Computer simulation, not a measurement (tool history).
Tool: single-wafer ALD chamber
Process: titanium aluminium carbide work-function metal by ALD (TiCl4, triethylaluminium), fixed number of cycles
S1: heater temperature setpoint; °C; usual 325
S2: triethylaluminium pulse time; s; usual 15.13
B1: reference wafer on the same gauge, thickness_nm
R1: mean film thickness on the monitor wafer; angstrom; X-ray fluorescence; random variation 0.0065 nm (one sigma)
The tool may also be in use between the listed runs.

run     day   S1     S2     B1     R1
  1   0.000  322  15.13  2.310  20.57
  2   3.467  322  15.13  2.310  20.95
  3   7.442  325  15.13  2.309  21.29
  4   9.383  325  15.13  2.310  21.20
  5  12.879  325  15.13  2.312  21.30
  6  16.338  325  15.13  2.310  21.30
  7  20.450  325  15.13  2.311  21.08
  8  24.788  334  11.27  2.312  21.06
  9  28.021  325  15.13  2.311  21.27
 10  29.958  325  15.13  2.311  21.26
 11  31.542  337  19.79  2.310  22.30
 12  35.683  337  15.13  2.311  22.21
 13  37.358  317  19.05  2.311  20.72
 14  40.262  316  15.13  2.309  20.56

Not shown: 5 entries that the log had between the listed runs. Between which runs, and how does the tool's hidden state differ before and after?
Between runs 1 and 2: triethylaluminium bottle replaced (day 0.167)
  triethylaluminium dose above that of a fresh bottle (%): -32.6 -> -1.86
  measured less the result without the state, R1: -0.44 -> -0.01 angstrom
Between runs 6 and 7: gauge calibrated (day 18.996)
  triethylaluminium dose above that of a fresh bottle (%): -10.7 -> -16
  measured less the result without the state, R1: -0.08 -> -0.14 angstrom
Between runs 7 and 8: showerhead replaced (day 22.092)
  triethylaluminium dose above that of a fresh bottle (%): -16 -> -22.9
  measured less the result without the state, R1: -0.14 -> -0.54 angstrom
Between runs 8 and 9: thermocouple changed; heater temperature recalibrated (day 25.371); triethylaluminium bottle replaced (day 26.275)
  triethylaluminium dose above that of a fresh bottle (%): -22.9 -> -2.01
  measured less the result without the state, R1: -0.54 -> -0.01 angstrom
